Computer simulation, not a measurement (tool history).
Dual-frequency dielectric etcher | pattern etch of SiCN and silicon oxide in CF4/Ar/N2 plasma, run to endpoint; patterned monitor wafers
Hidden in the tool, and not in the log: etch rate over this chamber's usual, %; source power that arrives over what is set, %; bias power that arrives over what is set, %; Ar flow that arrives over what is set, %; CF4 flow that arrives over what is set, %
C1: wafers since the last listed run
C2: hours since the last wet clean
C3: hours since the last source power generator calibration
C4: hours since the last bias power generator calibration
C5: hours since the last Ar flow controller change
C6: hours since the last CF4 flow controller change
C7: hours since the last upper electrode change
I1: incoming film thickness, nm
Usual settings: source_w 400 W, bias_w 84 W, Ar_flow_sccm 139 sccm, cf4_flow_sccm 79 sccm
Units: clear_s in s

run 1 hour=0 | source_w=400 bias_w=84 Ar_flow_sccm=139 cf4_flow_sccm=64 | C1=0 C2=515.8 C3=1645.8 C4=2232.2 C5=1782.9 C6=1138 C7=4871.5 | I1=16.71 | clear_s=25.2
run 2 hour=71.9 | source_w=400 bias_w=84 Ar_flow_sccm=139 cf4_flow_sccm=79 | C1=793 C2=587.7 C3=1717.7 C4=2304.1 C5=1854.8 C6=1209.9 C7=4943.4 | I1=17 | clear_s=24.5
-- hour=113.7 wet clean of the chamber
run 3 hour=114.2 | source_w=400 bias_w=84 Ar_flow_sccm=139 cf4_flow_sccm=79 | C1=201 C2=0.5 C3=1760 C4=2346.4 C5=1897.1 C6=1252.2 C7=4985.7 | I1=16.87 | clear_s=24.3
run 4 hour=148.9 | source_w=400 bias_w=84 Ar_flow_sccm=139 cf4_flow_sccm=79 | C1=383 C2=35.2 C3=1794.7 C4=2381.1 C5=1931.8 C6=1286.9 C7=5020.4 | I1=16.69 | clear_s=24.1
run 5 hour=185.7 | source_w=400 bias_w=74 Ar_flow_sccm=139 cf4_flow_sccm=79 | C1=406 C2=72 C3=1831.5 C4=2417.9 C5=1968.6 C6=1323.7 C7=5057.2 | I1=16.92 | clear_s=25.6
run 6 hour=255.5 | source_w=400 bias_w=74 Ar_flow_sccm=139 cf4_flow_sccm=79 | C1=770 C2=141.8 C3=1901.3 C4=2487.7 C5=2038.4 C6=1393.5 C7=5127 | I1=16.74 | clear_s=25.3
-- hour=292.4 source power generator calibrated
run 7 hour=314.3 | source_w=400 bias_w=74 Ar_flow_sccm=139 cf4_flow_sccm=79 | C1=604 C2=200.6 C3=21.9 C4=2546.5 C5=2097.2 C6=1452.3 C7=5185.8 | I1=16.77 | clear_s=24.6
-- hour=357.8 CF4 flow controller replaced
run 8 hour=515.4 | source_w=400 bias_w=84 Ar_flow_sccm=139 cf4_flow_sccm=73 | C1=2153 C2=401.7 C3=223 C4=2747.6 C5=2298.3 C6=157.6 C7=5386.9 | I1=16.69 | clear_s=23.8
-- hour=581.6 upper electrode replaced
run 9 hour=582.1 | source_w=330 bias_w=84 Ar_flow_sccm=139 cf4_flow_sccm=79 | C1=471 C2=468.4 C3=289.7 C4=2814.3 C5=2365 C6=224.3 C7=0.5 | I1=16.65 | clear_s=28.7
-- hour=605 bias power generator calibrated
run 10 hour=616.3 | source_w=400 bias_w=84 Ar_flow_sccm=139 cf4_flow_sccm=79 | C1=333 C2=502.6 C3=323.9 C4=11.3 C5=2399.2 C6=258.5 C7=34.7 | I1=16.67 | clear_s=23.4
run 11 hour=665.3 | source_w=400 bias_w=65 Ar_flow_sccm=139 cf4_flow_sccm=79 | C1=540 C2=551.6 C3=372.9 C4=60.3 C5=2448.2 C6=307.5 C7=83.7 | I1=16.83 | clear_s=25.8
run 12 hour=723.7 | source_w=400 bias_w=84 Ar_flow_sccm=149 cf4_flow_sccm=79 | C1=644 C2=610 C3=431.3 C4=118.7 C5=2506.6 C6=365.9 C7=142.1 | I1=16.82 | clear_s=23.9
-- hour=768.9 wet clean of the chamber
run 13 hour=783.8 | source_w=350 bias_w=92 Ar_flow_sccm=139 cf4_flow_sccm=74 | C1=398 C2=14.9 C3=491.4 C4=178.8 C5=2566.7 C6=426 C7=202.2 | I1=16.68 | clear_s=26.7
run 14 hour=831.4 | source_w=400 bias_w=74 Ar_flow_sccm=139 cf4_flow_sccm=79 | C1=525 C2=62.5 C3=539 C4=226.4 C5=2614.3 C6=473.6 C7=249.8 | I1=16.69 | clear_s=24.8
run 15 hour=889.6 | source_w=400 bias_w=84 Ar_flow_sccm=139 cf4_flow_sccm=79 | C1=642 C2=120.7 C3=597.2 C4=284.6 C5=2672.5 C6=531.8 C7=308 | I1=16.62 | clear_s=23.8
-- hour=944.6 Ar flow controller replaced
run 16 hour=954.2 | source_w=400 bias_w=84 Ar_flow_sccm=139 cf4_flow_sccm=79 | C1=646 C2=185.3 C3=661.8 C4=349.2 C5=9.6 C6=596.4 C7=372.6 | I1=16.7 | clear_s=23.8
run 17 hour=1017.8 | source_w=400 bias_w=84 Ar_flow_sccm=149 cf4_flow_sccm=79 | C1=702 C2=248.9 C3=725.4 C4=412.8 C5=73.2 C6=660 C7=436.2 | I1=16.64 | clear_s=23.9
run 18 hour=1052.5 | source_w=370 bias_w=84 Ar_flow_sccm=139 cf4_flow_sccm=79 | C1=383 C2=283.6 C3=760.1 C4=447.5 C5=107.9 C6=694.7 C7=470.9 | I1=16.62 | clear_s=25.9
run 19 hour=1113.4 | source_w=400 bias_w=93 Ar_flow_sccm=119 cf4_flow_sccm=94 | C1=672 C2=344.5 C3=821 C4=508.4 C5=168.8 C6=755.6 C7=531.8 | I1=16.58 | clear_s=21.9
run 20 hour=1160.1 | source_w=360 bias_w=84 Ar_flow_sccm=139 cf4_flow_sccm=79 | C1=515 C2=391.2 C3=867.7 C4=555.1 C5=215.5 C6=802.3 C7=578.5 | I1=16.63 | clear_s=26.6
run 21 hour=1207.3 | source_w=370 bias_w=84 Ar_flow_sccm=151 cf4_flow_sccm=63 | C1=520 C2=438.4 C3=914.9 C4=602.3 C5=262.7 C6=849.5 C7=625.7 | I1=16.86 | clear_s=27.6
run 22 hour=1267 | source_w=340 bias_w=95 Ar_flow_sccm=151 cf4_flow_sccm=66 | C1=658 C2=498.1 C3=974.6 C4=662 C5=322.4 C6=909.2 C7=685.4 | I1=16.72 | clear_s=28.3
run 23 hour=1307.8 | source_w=440 bias_w=97 Ar_flow_sccm=118 cf4_flow_sccm=91 | C1=450 C2=538.9 C3=1015.4 C4=702.8 C5=363.2 C6=950 C7=726.2 | I1=16.66 | clear_s=20.1
-- hour=1346.6 wet clean of the chamber
run 24 hour=1370 | source_w=400 bias_w=84 Ar_flow_sccm=139 cf4_flow_sccm=79 | C1=421 C2=23.4 C3=1077.6 C4=765 C5=425.4 C6=1012.2 C7=788.4 | I1=16.53 | clear_s=23.8
run 25 hour=1416.7 | source_w=400 bias_w=68 Ar_flow_sccm=161 cf4_flow_sccm=79 | C1=515 C2=70.1 C3=1124.3 C4=811.7 C5=472.1 C6=1058.9 C7=835.1 | I1=16.64 | clear_s=26.3

3 ways to go on from here, each from the tool as it stands after run 25. What would each give?
run A hour=1417.1 | source_w=400 bias_w=84 Ar_flow_sccm=139 cf4_flow_sccm=79 | C1=4 C2=70.5 C3=1124.7 C4=812.1 C5=472.5 C6=1059.3 C7=835.5 | I1=16.85 | clear_s=?
run B hour=1417.1 | source_w=310 bias_w=69 Ar_flow_sccm=172 cf4_flow_sccm=64 | C1=4 C2=70.5 C3=1124.7 C4=812.1 C5=472.5 C6=1059.3 C7=835.5 | I1=16.85 | clear_s=?
run C hour=1417.1 | source_w=490 bias_w=84 Ar_flow_sccm=139 cf4_flow_sccm=69 | C1=4 C2=70.5 C3=1124.7 C4=812.1 C5=472.5 C6=1059.3 C7=835.5 | I1=16.85 | clear_s=?

run=A clear_s=24.4
run=B clear_s=36
run=C clear_s=20.5
Without the tool's hidden state the same runs would have given:
run=A clear_s=23.2
run=B clear_s=34.3
run=C clear_s=19.4

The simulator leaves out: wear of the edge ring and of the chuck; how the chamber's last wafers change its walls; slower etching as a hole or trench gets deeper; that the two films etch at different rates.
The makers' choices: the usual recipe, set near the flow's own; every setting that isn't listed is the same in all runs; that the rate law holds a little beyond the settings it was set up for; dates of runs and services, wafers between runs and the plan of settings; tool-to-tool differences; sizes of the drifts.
